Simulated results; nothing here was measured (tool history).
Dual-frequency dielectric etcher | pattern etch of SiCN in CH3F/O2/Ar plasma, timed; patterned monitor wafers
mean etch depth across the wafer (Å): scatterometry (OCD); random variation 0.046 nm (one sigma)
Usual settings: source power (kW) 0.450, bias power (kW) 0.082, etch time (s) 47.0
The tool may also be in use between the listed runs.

| run | day | source power (kW) | bias power (kW) | etch time (s) | read-back reference wafer on the same gauge, depth_nm | mean etch depth across the wafer (Å) |
|---|---|---|---|---|---|---|
| 1 | 0.000 | 0.450 | 0.097 | 47.0 | 16.01 | 217.8 |
| 2 | 1.975 | 0.450 | 0.097 | 47.0 | 16.00 | 217.7 |
| 3 | 3.838 | 0.450 | 0.097 | 47.0 | 16.00 | 218.7 |
| 4 | 6.333 | 0.450 | 0.076 | 47.0 | 16.00 | 202.9 |
|  | 9.733 | wet clean of the chamber |
| 5 | 9.754 | 0.450 | 0.082 | 43.0 | 16.01 | 187.0 |
| 6 | 11.550 | 0.450 | 0.082 | 43.0 | 15.99 | 186.7 |
| 7 | 16.854 | 0.450 | 0.070 | 47.0 | 16.00 | 196.6 |
| 8 | 19.146 | 0.450 | 0.070 | 47.0 | 16.00 | 198.0 |
| 9 | 21.196 | 0.450 | 0.082 | 47.0 | 16.00 | 208.9 |
| 10 | 24.104 | 0.450 | 0.082 | 47.0 | 16.00 | 210.2 |
|  | 24.917 | source power generator calibrated |
| 11 | 26.888 | 0.390 | 0.082 | 47.0 | 16.00 | 190.5 |
|  | 27.979 | wet clean of the chamber |
| 12 | 28.133 | 0.390 | 0.082 | 47.0 | 16.00 | 184.1 |
|  | 29.783 | bias power generator calibrated |
| 13 | 30.871 | 0.450 | 0.075 | 39.0 | 16.01 | 160.3 |
|  | 31.521 | gauge calibrated |
| 14 | 31.871 | 0.450 | 0.082 | 47.0 | 15.99 | 199.2 |
| 15 | 33.788 | 0.450 | 0.082 | 47.0 | 16.00 | 199.2 |
| 16 | 34.921 | 0.370 | 0.082 | 52.5 | 16.00 | 203.0 |
| 17 | 36.917 | 0.450 | 0.082 | 47.0 | 16.00 | 201.5 |
| 18 | 39.842 | 0.450 | 0.082 | 34.5 | 16.00 | 147.4 |
|  | 42.412 | upper electrode replaced |
| 19 | 42.433 | 0.450 | 0.082 | 47.0 | 16.01 | 202.3 |
| 20 | 43.325 | 0.410 | 0.091 | 47.0 | 16.00 | 200.6 |
| 21 | 45.788 | 0.450 | 0.082 | 47.0 | 16.00 | 203.2 |
|  | 47.100 | wet clean of the chamber |
| 22 | 47.121 | 0.540 | 0.068 | 51.0 | 16.00 | 222.8 |
| 23 | 49.492 | 0.450 | 0.082 | 47.0 | 16.00 | 199.8 |
| 24 | 51.154 | 0.450 | 0.082 | 47.0 | 16.00 | 201.5 |
| 25 | 54.033 | 0.450 | 0.082 | 59.0 | 16.00 | 252.9 |
| 26 | 56.796 | 0.490 | 0.096 | 57.0 | 15.99 | 269.7 |
| 27 | 59.621 | 0.500 | 0.066 | 59.5 | 15.99 | 254.0 |
| 28 | 61.375 | 0.360 | 0.082 | 47.0 | 16.01 | 183.4 |
|  | 64.921 | wet clean of the chamber |
| 29 | 64.942 | 0.450 | 0.071 | 35.0 | 16.00 | 141.1 |

Forecast each of these 4 alternatives for the next run:
| A | 64.958 | 0.450 | 0.082 | 35.5 | ? | ? |
| B | 64.958 | 0.530 | 0.082 | 47.0 | ? | ? |
| C | 64.958 | 0.530 | 0.082 | 60.0 | ? | ? |
| D | 64.958 | 0.370 | 0.096 | 38.0 | ? | ? |

| run | read-back reference wafer on the same gauge, depth_nm | mean etch depth across the wafer (Å) |
|---|---|---|
| A | 16.00 | 149.7 |
| B | 16.00 | 214.2 |
| C | 16.00 | 273.5 |
| D | 16.00 | 153.1 |
Without the tool's hidden state the same runs would have given:
| run | mean etch depth across the wafer (Å) |
|---|---|
| A | 150.1 |
| B | 214.8 |
| C | 274.2 |
| D | 153.5 |
